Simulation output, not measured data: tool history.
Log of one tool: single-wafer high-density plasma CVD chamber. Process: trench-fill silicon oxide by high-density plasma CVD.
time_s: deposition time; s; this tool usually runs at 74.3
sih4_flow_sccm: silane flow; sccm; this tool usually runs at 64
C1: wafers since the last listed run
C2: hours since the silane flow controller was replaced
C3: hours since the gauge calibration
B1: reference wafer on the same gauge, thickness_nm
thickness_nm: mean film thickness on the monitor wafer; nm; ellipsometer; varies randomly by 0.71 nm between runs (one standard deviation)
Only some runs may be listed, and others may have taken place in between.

{"run": 1, "hour": 0.0, "time_s": 74.3, "sih4_flow_sccm": 58, "C1": 0, "C2": 2743.5, "C3": 37.1, "B1": 566.169, "thickness_nm": 408.642}
{"run": 2, "hour": 17.9, "time_s": 74.3, "sih4_flow_sccm": 58, "C1": 321, "C2": 2761.4, "C3": 55.0, "B1": 565.681, "thickness_nm": 409.473}
{"run": 3, "hour": 31.5, "time_s": 74.3, "sih4_flow_sccm": 58, "C1": 244, "C2": 2775.0, "C3": 68.6, "B1": 566.162, "thickness_nm": 408.904}
{"run": 4, "hour": 46.3, "time_s": 74.3, "sih4_flow_sccm": 64, "C1": 265, "C2": 2789.8, "C3": 83.4, "B1": 566.085, "thickness_nm": 451.693}
{"run": 5, "hour": 59.4, "time_s": 74.3, "sih4_flow_sccm": 64, "C1": 235, "C2": 2802.9, "C3": 96.5, "B1": 566.034, "thickness_nm": 453.146}
{"run": 6, "hour": 70.9, "time_s": 74.3, "sih4_flow_sccm": 64, "C1": 206, "C2": 2814.4, "C3": 108.0, "B1": 565.939, "thickness_nm": 450.851}
{"run": 7, "hour": 77.6, "time_s": 74.3, "sih4_flow_sccm": 64, "C1": 120, "C2": 2821.1, "C3": 114.7, "B1": 566.34, "thickness_nm": 451.449}
{"run": 8, "hour": 90.4, "time_s": 74.3, "sih4_flow_sccm": 64, "C1": 229, "C2": 2833.9, "C3": 127.5, "B1": 566.064, "thickness_nm": 451.269}
{"hour": 122.9, "done": "silane flow controller replaced"}
{"run": 9, "hour": 137.3, "time_s": 77.9, "sih4_flow_sccm": 74, "C1": 698, "C2": 14.4, "C3": 174.4, "B1": 565.735, "thickness_nm": 526.993}
{"run": 10, "hour": 152.0, "time_s": 65.2, "sih4_flow_sccm": 68, "C1": 264, "C2": 29.1, "C3": 189.1, "B1": 566.177, "thickness_nm": 406.962}
{"run": 11, "hour": 165.4, "time_s": 84.4, "sih4_flow_sccm": 72, "C1": 240, "C2": 42.5, "C3": 202.5, "B1": 565.823, "thickness_nm": 554.201}
{"hour": 169.4, "done": "gauge calibrated"}
{"hour": 182.4, "done": "silane flow controller replaced, repeated, since the last time left the tool worse"}
{"run": 12, "hour": 182.9, "time_s": 64.6, "sih4_flow_sccm": 52, "C1": 170, "C2": 0.5, "C3": 13.5, "B1": 565.899, "thickness_nm": 331.299}
{"run": 13, "hour": 185.8, "time_s": 74.3, "sih4_flow_sccm": 64, "C1": 52, "C2": 3.4, "C3": 16.4, "B1": 566.066, "thickness_nm": 470.021}
{"run": 14, "hour": 198.5, "time_s": 74.3, "sih4_flow_sccm": 64, "C1": 228, "C2": 16.1, "C3": 29.1, "B1": 565.752, "thickness_nm": 470.049}
{"run": 15, "hour": 210.8, "time_s": 64.6, "sih4_flow_sccm": 52, "C1": 220, "C2": 28.4, "C3": 41.4, "B1": 565.889, "thickness_nm": 331.914}
{"run": 16, "hour": 224.4, "time_s": 81.4, "sih4_flow_sccm": 60, "C1": 244, "C2": 42.0, "C3": 55.0, "B1": 566.037, "thickness_nm": 481.064}
{"run": 17, "hour": 232.7, "time_s": 79.6, "sih4_flow_sccm": 73, "C1": 149, "C2": 50.3, "C3": 63.3, "B1": 565.967, "thickness_nm": 574.513}
{"run": 18, "hour": 246.1, "time_s": 88.1, "sih4_flow_sccm": 64, "C1": 240, "C2": 63.7, "C3": 76.7, "B1": 566.023, "thickness_nm": 557.456}
{"run": 19, "hour": 254.2, "time_s": 65.6, "sih4_flow_sccm": 64, "C1": 145, "C2": 71.8, "C3": 84.8, "B1": 566.057, "thickness_nm": 414.487}

5 ways to go on from here, each from the tool as it stands after run 19. What would each give?
{"run": "A", "hour": 254.6, "time_s": 74.3, "sih4_flow_sccm": 64, "C1": 7, "C2": 72.2, "C3": 85.2, "B1": "?", "thickness_nm": "?"}
{"run": "B", "hour": 254.6, "time_s": 81.1, "sih4_flow_sccm": 76, "C1": 7, "C2": 72.2, "C3": 85.2, "B1": "?", "thickness_nm": "?"}
{"run": "C", "hour": 254.6, "time_s": 85.8, "sih4_flow_sccm": 58, "C1": 7, "C2": 72.2, "C3": 85.2, "B1": "?", "thickness_nm": "?"}
{"run": "D", "hour": 254.6, "time_s": 83.4, "sih4_flow_sccm": 71, "C1": 7, "C2": 72.2, "C3": 85.2, "B1": "?", "thickness_nm": "?"}
{"run": "E", "hour": 254.6, "time_s": 64.5, "sih4_flow_sccm": 69, "C1": 7, "C2": 72.2, "C3": 85.2, "B1": "?", "thickness_nm": "?"}

run=A B1=566.064 thickness_nm=468.729
run=B B1=566.064 thickness_nm=607.558
run=C B1=566.064 thickness_nm=490.533
run=D B1=566.064 thickness_nm=583.683
run=E B1=566.064 thickness_nm=438.694
Had the tool no hidden state, the same runs would have come out as:
run=A thickness_nm=470.982
run=B thickness_nm=610.478
run=C thickness_nm=492.891
run=D thickness_nm=586.489
run=E thickness_nm=440.803
